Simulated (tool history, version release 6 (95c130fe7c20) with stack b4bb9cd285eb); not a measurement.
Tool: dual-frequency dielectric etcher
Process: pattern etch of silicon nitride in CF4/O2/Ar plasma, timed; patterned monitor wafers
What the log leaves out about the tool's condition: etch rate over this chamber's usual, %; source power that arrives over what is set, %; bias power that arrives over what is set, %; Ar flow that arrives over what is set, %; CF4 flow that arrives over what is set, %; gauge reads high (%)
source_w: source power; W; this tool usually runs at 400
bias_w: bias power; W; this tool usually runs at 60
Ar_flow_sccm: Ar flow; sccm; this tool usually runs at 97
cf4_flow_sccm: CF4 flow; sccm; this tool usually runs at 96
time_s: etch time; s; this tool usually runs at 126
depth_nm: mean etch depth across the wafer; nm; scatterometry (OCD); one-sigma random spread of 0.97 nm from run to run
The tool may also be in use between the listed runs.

run	day	source_w	bias_w	Ar_flow_sccm	cf4_flow_sccm	time_s	wafers since the last listed run	hours since the last wet clean	hours since the last source power generator calibration	hours since the last bias power generator calibration	hours since the last Ar flow controller change	hours since the last CF4 flow controller change	hours since the last upper electrode change	hours since the gauge calibration	read-back reference wafer on the same gauge, depth_nm	depth_nm
1	0	400	60	97	96	126	0	89.6	150.3	304	285.8	5471.1	3646.2	1087.7	217	190.2
2	0.708	400	60	97	96	91.5	103	106.6	167.3	321	302.8	5488.1	3663.2	1104.7	217.3	138.8
3	1.9	310	51	90	96	126	174	135.2	195.9	349.6	331.4	5516.7	3691.8	1133.3	216.9	159.3
# day 2.425: gauge calibrated
4	3.058	400	74	97	96	150	169	163	223.7	377.4	359.2	5544.5	3719.6	15.2	216.8	249.3
5	4.112	400	68	97	96	126	154	188.3	249	402.7	384.5	5569.8	3744.9	40.5	216.5	202.5
# day 5.546: wet clean of the chamber, repeated, since the last time left the tool worse
6	5.567	400	60	97	96	126	66	0.5	283.9	437.6	419.4	5604.7	3779.8	75.4	217.1	202.7
# day 6.583: upper electrode replaced
7	6.604	400	55	97	96	126	5	25.4	308.8	462.5	444.3	5629.6	0.5	100.3	217	196.6
8	7.212	440	60	107	79	126	89	40	323.4	477.1	458.9	5644.2	15.1	114.9	217.2	209.6
9	8.429	320	66	84	96	147.5	178	69.2	352.6	506.3	488.1	5673.4	44.3	144.1	216.8	224.8
10	9.6	310	60	97	103	126	171	97.3	380.7	534.4	516.2	5701.5	72.4	172.2	216.9	181.3
# day 10.95: CF4 flow controller replaced
11	10.971	400	67	97	106	98.5	164	130.2	413.6	567.3	549.1	0.5	105.3	205.1	216.7	171.3
12	12.029	400	60	97	96	126	155	155.6	439	592.7	574.5	25.9	130.7	230.5	216.8	205
13	13.258	400	60	97	96	126	180	185.1	468.5	622.2	604	55.4	160.2	260	216.8	205.1
14	14.117	400	60	97	96	126	125	205.7	489.1	642.8	624.6	76	180.8	280.6	216.5	207.1
15	15.108	400	60	97	96	126	145	229.5	512.9	666.6	648.4	99.8	204.6	304.4	217	207.3
16	16.2	300	65	97	96	164	160	255.7	539.1	692.8	674.6	126	230.8	330.6	217.1	241.3
17	17.688	440	60	77	96	126	218	291.4	574.8	728.5	710.3	161.7	266.5	366.3	216.7	221.5
# day 20.371: wet clean of the chamber
18	20.392	400	48	87	73	126	249	0.5	639.7	793.4	775.2	226.6	331.4	431.2	216.9	182.4
19	21.171	400	60	97	96	126	114	19.2	658.4	812.1	793.9	245.3	350.1	449.9	217.1	204
20	21.838	470	48	97	96	126	97	35.2	674.4	828.1	809.9	261.3	366.1	465.9	216.5	203.7
21	23.179	310	51	97	96	126	196	67.4	706.6	860.3	842.1	293.5	398.3	498.1	217	169.5

Consider 4 possible next runs. They are alternatives, not a sequence: every one starts from the tool as it was left by run 21. What does each give?
A	23.2	400	60	83	96	126	3	67.9	707.1	860.8	842.6	294	398.8	498.6	?	?
B	23.2	400	60	108	78	126	3	67.9	707.1	860.8	842.6	294	398.8	498.6	?	?
C	23.2	350	49	87	109	126	3	67.9	707.1	860.8	842.6	294	398.8	498.6	?	?
D	23.2	400	60	97	96	114	3	67.9	707.1	860.8	842.6	294	398.8	498.6	?	?

run	read-back reference wafer on the same gauge, depth_nm	depth_nm
A	217.1	207.3
B	217.1	199.5
C	217.1	181.2
D	217.1	185.6
Had the tool no hidden state, the same runs would have come out as:
run	depth_nm
A	205.8
B	198.1
C	179.9
D	184.3
